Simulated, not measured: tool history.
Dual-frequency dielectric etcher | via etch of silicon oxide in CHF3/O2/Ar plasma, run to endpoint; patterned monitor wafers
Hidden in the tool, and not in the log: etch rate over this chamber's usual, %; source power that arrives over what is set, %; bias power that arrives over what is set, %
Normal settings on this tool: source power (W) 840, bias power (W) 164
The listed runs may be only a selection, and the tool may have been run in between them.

run   hour  source power (W)  bias power (W)  wafers since the last listed run  hours since the last wet clean  hours since the last source power generator calibration  hours since the last bias power generator calibration  hours since the last upper electrode change  incoming incoming film thickness, nm  endpoint time (s)
  1    0.0               940             164                                 0                           408.7                                                   4160.2                                                 1428.1                                       2382.0                                 475.7              213.3
  2    7.9               940             164                                48                           416.6                                                   4168.1                                                 1436.0                                       2389.9                                 471.8              210.0
  3   18.5               840             164                                64                           427.2                                                   4178.7                                                 1446.6                                       2400.5                                 478.3              225.7
  4   66.8               840             164                               294                           475.5                                                   4227.0                                                 1494.9                                       2448.8                                 476.5              221.2
  5   76.9               840             164                                61                           485.6                                                   4237.1                                                 1505.0                                       2458.9                                 475.0              220.3
  6   85.9               840             151                                54                           494.6                                                   4246.1                                                 1514.0                                       2467.9                                 476.2              231.4
  7   99.0               840             151                                79                           507.7                                                   4259.2                                                 1527.1                                       2481.0                                 471.3              226.5
     133.1  -- upper electrode replaced
     156.7  -- wet clean of the chamber
  8  157.2               840             151                                64                             0.5                                                   4317.4                                                 1585.3                                         24.1                                 477.4              242.1
  9  157.6               710             164                                 2                             0.9                                                   4317.8                                                 1585.7                                         24.5                                 477.3              252.7
 10  158.0               840             164                                 2                             1.3                                                   4318.2                                                 1586.1                                         24.9                                 477.2              233.2
 11  167.8               840             129                                59                            11.1                                                   4328.0                                                 1595.9                                         34.7                                 473.4              257.2
 12  177.0               840             189                                56                            20.3                                                   4337.2                                                 1605.1                                         43.9                                 477.3              220.0
 13  186.7              1020             145                                59                            30.0                                                   4346.9                                                 1614.8                                         53.6                                 473.6              220.7
 14  194.4               840             164                                46                            37.7                                                   4354.6                                                 1622.5                                         61.3                                 474.5              230.3
     203.0  -- bias power generator calibrated
 15  210.1               740             145                                71                            53.4                                                   4370.3                                                    7.1                                         77.0                                 475.8              258.7
     219.0  -- source power generator calibrated
 16  226.5               650             204                                75                            69.8                                                      7.5                                                   23.5                                         93.4                                 471.7              237.0
 17  236.8               840             164                                62                            80.1                                                     17.8                                                   33.8                                        103.7                                 468.8              226.3
 18  251.5               770             202                                89                            94.8                                                     32.5                                                   48.5                                        118.4                                 471.9              217.5
 19  257.5               650             164                                36                           100.8                                                     38.5                                                   54.5                                        124.4                                 471.9              258.4
 20  267.0               950             164                                57                           110.3                                                     48.0                                                   64.0                                        133.9                                 473.7              215.6
 21  276.1               980             143                                55                           119.4                                                     57.1                                                   73.1                                        143.0                                 472.8              226.1

Forecast each of these 5 alternatives for the next run:
  A  276.6               840             164                                 3                           119.9                                                     57.6                                                   73.6                                        143.5                                 471.2                  ?
  B  276.6               760             194                                 3                           119.9                                                     57.6                                                   73.6                                        143.5                                 471.2                  ?
  C  276.6               650             124                                 3                           119.9                                                     57.6                                                   73.6                                        143.5                                 471.2                  ?
  D  276.6               840             152                                 3                           119.9                                                     57.6                                                   73.6                                        143.5                                 471.2                  ?
  E  276.6              1040             128                                 3                           119.9                                                     57.6                                                   73.6                                        143.5                                 471.2                  ?

run  endpoint time (s)
  A              229.1
  B              223.9
  C              292.6
  D              236.5
  E              229.6
Stripped of hidden state, with their random variation kept, the same runs would have yielded:
run  endpoint time (s)
  A              229.3
  B              224.1
  C              292.8
  D              236.6
  E              229.8
